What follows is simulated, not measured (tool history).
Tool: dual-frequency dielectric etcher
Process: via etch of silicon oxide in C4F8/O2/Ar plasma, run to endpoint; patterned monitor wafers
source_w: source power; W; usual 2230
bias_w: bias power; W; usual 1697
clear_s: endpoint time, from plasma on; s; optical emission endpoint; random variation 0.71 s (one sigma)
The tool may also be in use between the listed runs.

run	hour	source_w	bias_w	wafers since the last listed run	hours since the last wet clean	hours since the last source power generator calibration	hours since the last bias power generator calibration	hours since the last upper electrode change	incoming incoming film thickness, nm	clear_s
1	0	2230	1697	0	0.8	3726.7	1255.3	5275.8	1032.6	198.1
2	77.8	2230	1697	538	78.6	3804.5	1333.1	5353.6	1020.1	193.6
3	112.9	1980	1952	243	113.7	3839.6	1368.2	5388.7	1035	203.3
4	136.3	1980	1952	162	137.1	3863	1391.6	5412.1	1032.7	203.6
5	156.4	2230	1697	139	157.2	3883.1	1411.7	5432.2	1037.5	196.4
6	180.4	2230	1697	166	181.2	3907.1	1435.7	5456.2	1026.9	194.1
7	211	2230	1697	211	211.8	3937.7	1466.3	5486.8	1031.8	194.3
8	235	2100	1579	166	235.8	3961.7	1490.3	5510.8	1018	200.6
9	267.5	2100	1579	225	268.3	3994.2	1522.8	5543.3	1029.1	200.4
10	303.2	1910	1297	247	304	4029.9	1558.5	5579	1041.3	220
11	335.3	2620	1697	222	336.1	4062	1590.6	5611.1	1042.6	179.7
12	350.9	2680	1809	108	351.7	4077.6	1606.2	5626.7	1027.3	173.2
13	385.5	1720	1697	239	386.3	4112.2	1640.8	5661.3	1031.4	220.3
# hour 419: wet clean of the chamber
14	419.5	2230	1697	69	0.5	4146.2	1674.8	5695.3	1030.2	197.7
15	432	2630	1697	86	13	4158.7	1687.3	5707.8	1028	180.6
# hour 437.7: source power generator calibrated
# hour 455.4: bias power generator calibrated
# hour 459.1: upper electrode replaced
16	459.6	1680	1435	110	40.6	21.9	4.2	0.5	1022.4	233.1
17	542.2	2230	1697	571	123.2	104.5	86.8	83.1	1033.8	197.1
18	568.1	2230	1552	179	149.1	130.4	112.7	109	1030.3	198.5
19	589.1	2510	1962	145	170.1	151.4	133.7	130	1032.1	179.4

3 ways to go on from here, each from the tool as it stands after run 19. What would each give?
A	589.6	2230	1878	3	170.6	151.9	134.2	130.5	1036.1	?
B	589.6	2510	1900	3	170.6	151.9	134.2	130.5	1036.1	?
C	589.6	2670	1533	3	170.6	151.9	134.2	130.5	1036.1	?

run	clear_s
A	192.8
B	181.5
C	182.4
Without the tool's hidden state the same runs would have given:
run	clear_s
A	196
B	184.4
C	185.3
